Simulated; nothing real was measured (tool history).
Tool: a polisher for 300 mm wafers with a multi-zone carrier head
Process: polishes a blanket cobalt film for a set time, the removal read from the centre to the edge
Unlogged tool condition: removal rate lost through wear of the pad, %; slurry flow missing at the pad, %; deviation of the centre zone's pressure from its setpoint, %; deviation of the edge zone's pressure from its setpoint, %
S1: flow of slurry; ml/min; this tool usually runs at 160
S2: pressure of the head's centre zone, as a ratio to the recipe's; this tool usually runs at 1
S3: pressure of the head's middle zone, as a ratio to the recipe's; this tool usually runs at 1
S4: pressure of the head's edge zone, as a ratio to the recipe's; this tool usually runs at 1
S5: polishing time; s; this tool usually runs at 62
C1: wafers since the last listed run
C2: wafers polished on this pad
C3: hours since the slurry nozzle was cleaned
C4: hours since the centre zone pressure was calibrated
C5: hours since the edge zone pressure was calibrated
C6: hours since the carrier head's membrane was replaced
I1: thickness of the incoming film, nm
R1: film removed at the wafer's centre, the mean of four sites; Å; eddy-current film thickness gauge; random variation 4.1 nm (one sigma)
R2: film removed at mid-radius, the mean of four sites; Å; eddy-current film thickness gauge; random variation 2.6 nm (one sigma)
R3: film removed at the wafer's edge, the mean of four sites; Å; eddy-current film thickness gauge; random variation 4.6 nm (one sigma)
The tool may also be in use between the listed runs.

run	hour	S1	S2	S3	S4	S5	C1	C2	C3	C4	C5	C6	I1	R1	R2	R3
1	0	160	1	1	1	62	0	198	161.9	825.9	135.9	1413.4	792	3262	3150	3292
2	29.2	160	1	1	1	62	377	576	191.1	855.1	165.1	1442.6	802.5	3151	3185	3246
3	63.4	160	0.94	1.04	0.95	62	442	1018	225.3	889.3	199.3	1476.8	822.7	3044	3191	3209
4	97.9	160	0.91	1	1	62	446	1464	259.8	923.8	233.8	1511.3	813	2923	3041	3155
5	115.4	160	1	1	1	62	226	1691	277.3	941.3	251.3	1528.8	820.3	3187	3102	3127
6	129.9	160	1	1	1	62	187	1878	291.8	955.8	265.8	1543.3	805.9	3167	3036	3173
7	163.4	160	1	1	1	62	433	2311	325.3	989.3	299.3	1576.8	822.8	3155	3029	3081
8	189.3	185	1	1	1	80	335	2646	351.2	1015.2	325.2	1602.7	796.4	4016	3943	4107
# hour 213.6: worn pad replaced by a new one
9	221	160	1	1	1	62	358	95	382.9	1046.9	356.9	1634.4	805.5	3250	3135	3311
# hour 242.7: carrier head's membrane replaced by a new one
10	243.2	160	0.95	1	1	62	222	318	405.1	1069.1	379.1	0.5	821	3050	3171	3302
11	266.9	160	1	1	1	62	306	624	428.8	1092.8	402.8	24.2	803.5	3253	3124	3201
# hour 281.7: centre zone pressure recalibrated
12	282.2	160	1.05	1	0.94	62	172	796	444.1	0.5	418.1	39.5	806	3363	3094	3139
13	316.8	160	1	1.06	1	62	447	1244	478.7	35.1	452.7	74.1	803.1	3153	3254	3239
# hour 339.1: slurry nozzle cleaned
14	350.5	160	1	1.07	1	62	422	1667	11.4	68.8	486.4	107.8	815.5	3041	3239	3231
15	369.9	130	1.07	1	1.04	84	250	1918	30.8	88.2	505.8	127.2	813.8	4284	4032	4294
16	402.8	160	1	0.97	1.03	50	425	2343	63.7	121.1	538.7	160.1	808.7	2491	2354	2566
17	417.7	160	0.94	0.97	1.08	62	192	2536	78.6	136	553.6	175	821.5	2867	2940	3181
# hour 440.9: worn pad replaced by a new one
18	447.3	140	1	1	1	62	331	82	108.2	165.6	583.2	204.6	808	3081	3104	3284
19	469	160	0.92	1	1.05	49	280	363	129.9	187.3	604.9	226.3	819.9	2367	2518	2641
20	491.9	160	1	1	1	62	296	659	152.8	210.2	627.8	249.2	810.3	3248	3169	3258
21	511.6	160	1	1.08	1	51	254	914	172.5	229.9	647.5	268.9	815.2	2644	2781	2594

5 options for the next run, each taken on its own from the tool as it stands now. Forecast them:
A	512	160	1	1	1	62	5	919	172.9	230.3	647.9	269.3	821.8	?	?	?
B	512	160	0.93	1	0.92	62	5	919	172.9	230.3	647.9	269.3	821.8	?	?	?
C	512	160	1	1	1	72	5	919	172.9	230.3	647.9	269.3	821.8	?	?	?
D	512	180	0.95	0.96	1	62	5	919	172.9	230.3	647.9	269.3	821.8	?	?	?
E	512	160	1.04	1	1	62	5	919	172.9	230.3	647.9	269.3	821.8	?	?	?

run	R1	R2	R3
A	3180	3162	3180
B	2955	3163	3065
C	3693	3672	3693
D	3073	3105	3219
E	3308	3161	3180
With no hidden state in the tool, these same runs would have given:
run	R1	R2	R3
A	3255	3237	3256
B	3026	3239	3138
C	3780	3759	3781
D	3146	3178	3295
E	3386	3236	3256

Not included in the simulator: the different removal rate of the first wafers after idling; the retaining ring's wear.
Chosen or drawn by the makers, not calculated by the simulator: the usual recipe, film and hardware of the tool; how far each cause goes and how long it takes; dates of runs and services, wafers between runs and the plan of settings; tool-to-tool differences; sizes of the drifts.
